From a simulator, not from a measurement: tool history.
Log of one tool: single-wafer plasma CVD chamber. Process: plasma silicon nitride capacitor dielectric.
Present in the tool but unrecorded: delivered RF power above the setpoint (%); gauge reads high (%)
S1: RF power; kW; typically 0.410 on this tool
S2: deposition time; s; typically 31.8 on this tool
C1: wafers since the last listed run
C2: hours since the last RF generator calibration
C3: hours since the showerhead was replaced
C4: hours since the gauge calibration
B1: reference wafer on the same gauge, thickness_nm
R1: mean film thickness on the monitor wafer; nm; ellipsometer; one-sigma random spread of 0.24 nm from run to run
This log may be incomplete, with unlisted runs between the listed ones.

run   hour     S1    S2    C1      C2      C3     C4      B1      R1
  1    0.0  0.440  31.8     0  1542.0  5201.4   13.4  44.313  44.744
  2    9.0  0.385  36.1   258  1551.0  5210.4   22.4  44.370  49.023
  3   18.1  0.410  27.8   261  1560.1  5219.5   31.5  44.232  38.310
  4   31.6  0.410  27.8   387  1573.6  5233.0   45.0  44.266  38.390
  5   38.5  0.410  27.8   198  1580.5  5239.9   51.9  44.247  37.882
  6   47.5  0.410  29.7   258  1589.5  5248.9   60.9  44.217  40.897
  7   55.2  0.410  29.7   221  1597.2  5256.6   68.6  44.359  41.158
  8   62.0  0.410  29.7   195  1604.0  5263.4   75.4  44.296  41.170
  9   74.8  0.410  31.8   367  1616.8  5276.2   88.2  44.316  43.770
 10   92.5  0.380  31.8   508  1634.5  5293.9  105.9  44.288  43.301
 11   99.2  0.380  31.8   192  1641.2  5300.6  112.6  44.423  42.651
 12  105.2  0.380  31.8   172  1647.2  5306.6  118.6  44.256  43.309
 13  111.3  0.360  31.8   175  1653.3  5312.7  124.7  44.269  41.620
 14  142.0  0.360  31.8   882  1684.0  5343.4  155.4  44.354  42.252
 15  148.5  0.360  31.8   186  1690.5  5349.9  161.9  44.269  42.161
 16  155.7  0.370  35.8   206  1697.7  5357.1  169.1  44.356  47.784
 17  165.2  0.370  35.8   272  1707.2  5366.6  178.6  44.305  48.202
 18  181.3  0.410  31.8   462  1723.3  5382.7  194.7  44.362  43.978
 19  190.5  0.410  31.8   264  1732.5  5391.9  203.9  44.253  43.836
 20  196.7  0.410  31.8   178  1738.7  5398.1  210.1  44.306  43.537
 21  205.0  0.410  31.8   238  1747.0  5406.4  218.4  44.313  43.742
 22  215.9  0.410  31.8   313  1757.9  5417.3  229.3  44.300  44.012
 23  231.6  0.335  27.6   451  1773.6  5433.0  245.0  44.292  35.902
 24  239.5  0.385  36.8   226  1781.5  5440.9  252.9  44.286  49.781
 25  257.2  0.460  37.2   508  1799.2  5458.6  270.6  44.338  52.894
 26  274.6  0.410  31.8   499  1816.6  5476.0  288.0  44.255  43.877
     282.0  -- gauge calibrated
 27  286.2  0.355  35.2   333  1828.2  5487.6    4.2  44.321  46.282
     329.6  -- showerhead replaced
 28  330.1  0.435  34.5  1031  1872.1     0.5   48.1  44.327  48.675
 29  334.4  0.360  31.8   123  1876.4     4.8   52.4  44.292  42.192
 30  351.9  0.485  28.4   502  1893.9    22.3   69.9  44.300  41.012
 31  360.5  0.445  36.4   247  1902.5    30.9   78.5  44.366  50.918
     378.5  -- RF generator calibrated
 32  379.0  0.410  31.8   301     0.5    49.4   97.0  44.215  43.548
 33  384.6  0.370  36.1   160     6.1    55.0  102.6  44.297  48.435
 34  394.2  0.460  35.0   275    15.7    64.6  112.2  44.327  49.805
 35  400.7  0.410  31.8   186    22.2    71.1  118.7  44.244  44.092
 36  406.9  0.385  28.7   178    28.4    77.3  124.9  44.316  38.632
 37  415.7  0.370  31.8   252    37.2    86.1  133.7  44.282  42.777
 38  429.7  0.480  36.3   402    51.2   100.1  147.7  44.415  52.317
 39  437.9  0.475  31.8   235    59.4   108.3  155.9  44.213  46.108
 40  446.6  0.385  35.7   249    68.1   117.0  164.6  44.344  48.286
 41  454.7  0.410  31.8   232    76.2   125.1  172.7  44.295  43.992
 42  472.4  0.355  31.8   508    93.9   142.8  190.4  44.319  41.818
 43  478.9  0.410  31.8   186   100.4   149.3  196.9  44.298  44.076

What the log doesn't show, run by run:
delivered RF power above the setpoint (%): 0 across all the runs
gauge reads high (%): 0 across all the runs

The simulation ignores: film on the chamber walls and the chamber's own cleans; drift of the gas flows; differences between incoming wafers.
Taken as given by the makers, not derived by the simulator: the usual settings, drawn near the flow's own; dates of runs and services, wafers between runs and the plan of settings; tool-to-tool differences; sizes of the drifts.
